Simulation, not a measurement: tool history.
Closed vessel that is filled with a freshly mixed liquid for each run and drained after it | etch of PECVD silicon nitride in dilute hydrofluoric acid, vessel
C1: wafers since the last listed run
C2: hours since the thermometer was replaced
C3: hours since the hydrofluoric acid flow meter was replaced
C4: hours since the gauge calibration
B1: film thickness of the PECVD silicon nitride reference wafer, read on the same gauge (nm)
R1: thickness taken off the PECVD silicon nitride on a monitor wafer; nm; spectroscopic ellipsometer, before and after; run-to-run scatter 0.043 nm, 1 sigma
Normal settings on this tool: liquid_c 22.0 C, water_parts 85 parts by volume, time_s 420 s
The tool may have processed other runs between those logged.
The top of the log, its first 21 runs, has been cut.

Run 22, hour 1167.8: usual settings but liquid_c 18.0 C, water_parts 45 parts by volume, time_s 325 s; C1 4786; C2 282.8; C3 127.5; C4 571.8; B1 150.03. Result: R1 12.13 nm.
Run 23, hour 1212.5: usual settings but water_parts 115 parts by volume, time_s 250 s; C1 3969; C2 327.5; C3 172.2; C4 616.5; B1 150.00. Result: R1 4.92 nm.
Run 24, hour 1267.3: usual settings but time_s 210 s; C1 4866; C2 382.3; C3 227.0; C4 671.3; B1 149.98. Result: R1 5.59 nm.
Run 25, hour 1313.7: usual settings; C1 4120; C2 428.7; C3 273.4; C4 717.7; B1 150.01. Result: R1 11.26 nm.
Run 26, hour 1360.4: usual settings but liquid_c 23.5 C, water_parts 45 parts by volume, time_s 295 s; C1 4146; C2 475.4; C3 320.1; C4 764.4; B1 149.98. Result: R1 16.22 nm.
Run 27, hour 1427.6: usual settings; C1 5967; C2 542.6; C3 387.3; C4 831.6; B1 150.02. Result: R1 11.22 nm.
Run 28, hour 1480.0: usual settings; C1 4653; C2 595.0; C3 439.7; C4 884.0; B1 149.96. Result: R1 11.33 nm.
Run 29, hour 1523.6: usual settings; C1 3871; C2 638.6; C3 483.3; C4 927.6; B1 150.00. Result: R1 11.36 nm.
Run 30, hour 1549.6: usual settings but time_s 670 s; C1 2308; C2 664.6; C3 509.3; C4 953.6; B1 150.03. Result: R1 18.12 nm.
Run 31, hour 1590.1: usual settings; C1 3596; C2 705.1; C3 549.8; C4 994.1; B1 149.99. Result: R1 11.35 nm.
Run 32, hour 1629.8: usual settings; C1 3525; C2 744.8; C3 589.5; C4 1033.8; B1 149.98. Result: R1 11.41 nm.

Predict each of these 4 candidate next runs independently; none follows another, all start after run 32:
Run A, hour 1630.6: usual settings; C1 71; C2 745.6; C3 590.3; C4 1034.6; B1 ?. Result: R1 ?.
Run B, hour 1630.6: usual settings but time_s 330 s; C1 71; C2 745.6; C3 590.3; C4 1034.6; B1 ?. Result: R1 ?.
Run C, hour 1630.6: usual settings but water_parts 125 parts by volume; C1 71; C2 745.6; C3 590.3; C4 1034.6; B1 ?. Result: R1 ?.
Run D, hour 1630.6: usual settings but liquid_c 26.0 C, water_parts 55 parts by volume; C1 71; C2 745.6; C3 590.3; C4 1034.6; B1 ?. Result: R1 ?.

run      B1     R1
  A  149.98  11.36
  B  149.98   8.92
  C  149.98   7.77
  D  149.98  22.75
Stripped of hidden state, with their random variation kept, the same runs would have yielded:
run     R1
  A  10.89
  B   8.55
  C   7.46
  D  21.82

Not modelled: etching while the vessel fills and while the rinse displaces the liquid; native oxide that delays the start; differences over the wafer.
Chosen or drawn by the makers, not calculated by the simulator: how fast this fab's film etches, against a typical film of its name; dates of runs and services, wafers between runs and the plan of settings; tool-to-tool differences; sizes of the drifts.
